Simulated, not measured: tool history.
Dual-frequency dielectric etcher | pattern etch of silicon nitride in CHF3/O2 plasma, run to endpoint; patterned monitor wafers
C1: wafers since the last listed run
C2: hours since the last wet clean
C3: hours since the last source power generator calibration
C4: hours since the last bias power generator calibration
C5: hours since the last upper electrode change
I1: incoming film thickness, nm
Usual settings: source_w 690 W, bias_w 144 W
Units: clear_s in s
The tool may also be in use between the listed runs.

run 1 day=0 | source_w=690 bias_w=144 | C1=0 C2=47.7 C3=4101.4 C4=624.8 C5=1247 | I1=96.8 | clear_s=64.1
run 2 day=1.971 | source_w=690 bias_w=144 | C1=725 C2=95 C3=4148.7 C4=672.1 C5=1294.3 | I1=99 | clear_s=65.8
run 3 day=4.4 | source_w=690 bias_w=144 | C1=894 C2=153.3 C3=4207 C4=730.4 C5=1352.6 | I1=98.8 | clear_s=64.6
run 4 day=7.229 | source_w=690 bias_w=144 | C1=1041 C2=221.2 C3=4274.9 C4=798.3 C5=1420.5 | I1=98 | clear_s=64
run 5 day=11.683 | source_w=690 bias_w=127 | C1=1640 C2=328.1 C3=4381.8 C4=905.2 C5=1527.4 | I1=97.8 | clear_s=66.5
run 6 day=14.225 | source_w=690 bias_w=144 | C1=936 C2=389.1 C3=4442.8 C4=966.2 C5=1588.4 | I1=97.7 | clear_s=62.4
run 7 day=17.85 | source_w=820 bias_w=152 | C1=1335 C2=476.1 C3=4529.8 C4=1053.2 C5=1675.4 | I1=98.5 | clear_s=57.3
-- day=21.696 wet clean of the chamber
run 8 day=21.783 | source_w=590 bias_w=158 | C1=1080 C2=2.1 C3=4624.2 C4=1147.6 C5=1769.8 | I1=98.1 | clear_s=67.2
run 9 day=26.571 | source_w=580 bias_w=164 | C1=1763 C2=117 C3=4739.1 C4=1262.5 C5=1884.7 | I1=97.8 | clear_s=65.2
run 10 day=28.633 | source_w=690 bias_w=160 | C1=759 C2=166.5 C3=4788.6 C4=1312 C5=1934.2 | I1=97.4 | clear_s=61
run 11 day=31.779 | source_w=690 bias_w=160 | C1=1158 C2=242 C3=4864.1 C4=1387.5 C5=2009.7 | I1=97.7 | clear_s=60.8
run 12 day=33.379 | source_w=690 bias_w=160 | C1=589 C2=280.4 C3=4902.5 C4=1425.9 C5=2048.1 | I1=98.3 | clear_s=60.2
-- day=37.104 source power generator calibrated
-- day=40.05 upper electrode replaced
-- day=45.088 wet clean of the chamber
run 13 day=45.108 | source_w=690 bias_w=154 | C1=3521 C2=0.5 C3=192.1 C4=1707.4 C5=121.4 | I1=98.3 | clear_s=62.8
run 14 day=46.688 | source_w=690 bias_w=144 | C1=581 C2=38.4 C3=230 C4=1745.3 C5=159.3 | I1=98.2 | clear_s=65.4
run 15 day=48.296 | source_w=690 bias_w=160 | C1=592 C2=77 C3=268.6 C4=1783.9 C5=197.9 | I1=98.1 | clear_s=62.6
run 16 day=51.821 | source_w=690 bias_w=144 | C1=1298 C2=161.6 C3=353.2 C4=1868.5 C5=282.5 | I1=98.6 | clear_s=64.7
run 17 day=61.783 | source_w=690 bias_w=144 | C1=3669 C2=400.7 C3=592.3 C4=2107.6 C5=521.6 | I1=98.4 | clear_s=62.8
run 18 day=64.021 | source_w=530 bias_w=156 | C1=824 C2=454.4 C3=646 C4=2161.3 C5=575.3 | I1=97.2 | clear_s=66.9
-- day=66.092 wet clean of the chamber
run 19 day=68.329 | source_w=690 bias_w=144 | C1=1218 C2=53.7 C3=749.4 C4=2264.7 C5=678.7 | I1=98.2 | clear_s=65.7
run 20 day=71.679 | source_w=690 bias_w=174 | C1=1233 C2=134.1 C3=829.8 C4=2345.1 C5=759.1 | I1=97.9 | clear_s=59.4
run 21 day=73.562 | source_w=770 bias_w=144 | C1=693 C2=179.3 C3=875 C4=2390.3 C5=804.3 | I1=99.1 | clear_s=62.1
run 22 day=77.15 | source_w=820 bias_w=162 | C1=1321 C2=265.4 C3=961.1 C4=2476.4 C5=890.4 | I1=96.7 | clear_s=55.5
-- day=78.696 bias power generator calibrated
run 23 day=79.121 | source_w=780 bias_w=144 | C1=664 C2=312.7 C3=1008.4 C4=10.2 C5=937.7 | I1=97.9 | clear_s=60.1
run 24 day=83.296 | source_w=530 bias_w=144 | C1=1537 C2=412.9 C3=1108.6 C4=110.4 C5=1037.9 | I1=98.3 | clear_s=71.4
-- day=87.788 wet clean of the chamber
run 25 day=88.079 | source_w=800 bias_w=125 | C1=1393 C2=7 C3=1223.4 C4=225.2 C5=1152.7 | I1=99.2 | clear_s=66.1
run 26 day=95.867 | source_w=690 bias_w=132 | C1=2868 C2=193.9 C3=1410.3 C4=412.1 C5=1339.6 | I1=97.9 | clear_s=66.5
run 27 day=98.788 | source_w=690 bias_w=160 | C1=1075 C2=264 C3=1480.4 C4=482.2 C5=1409.7 | I1=98.8 | clear_s=61.5
run 28 day=102.029 | source_w=690 bias_w=171 | C1=1193 C2=341.8 C3=1558.2 C4=560 C5=1487.5 | I1=97.6 | clear_s=59.2

4 ways to go on from here, each from the tool as it stands after run 28. What would each give?
run A day=102.046 | source_w=590 bias_w=144 | C1=6 C2=342.2 C3=1558.6 C4=560.4 C5=1487.9 | I1=96.4 | clear_s=?
run B day=102.046 | source_w=760 bias_w=122 | C1=6 C2=342.2 C3=1558.6 C4=560.4 C5=1487.9 | I1=96.4 | clear_s=?
run C day=102.046 | source_w=840 bias_w=127 | C1=6 C2=342.2 C3=1558.6 C4=560.4 C5=1487.9 | I1=96.4 | clear_s=?
run D day=102.046 | source_w=820 bias_w=129 | C1=6 C2=342.2 C3=1558.6 C4=560.4 C5=1487.9 | I1=96.4 | clear_s=?

run=A clear_s=67.2
run=B clear_s=64.4
run=C clear_s=60.5
run=D clear_s=60.7
Without the tool's hidden state the same runs would have given:
run=A clear_s=69.3
run=B clear_s=66.3
run=C clear_s=62.3
run=D clear_s=62.6
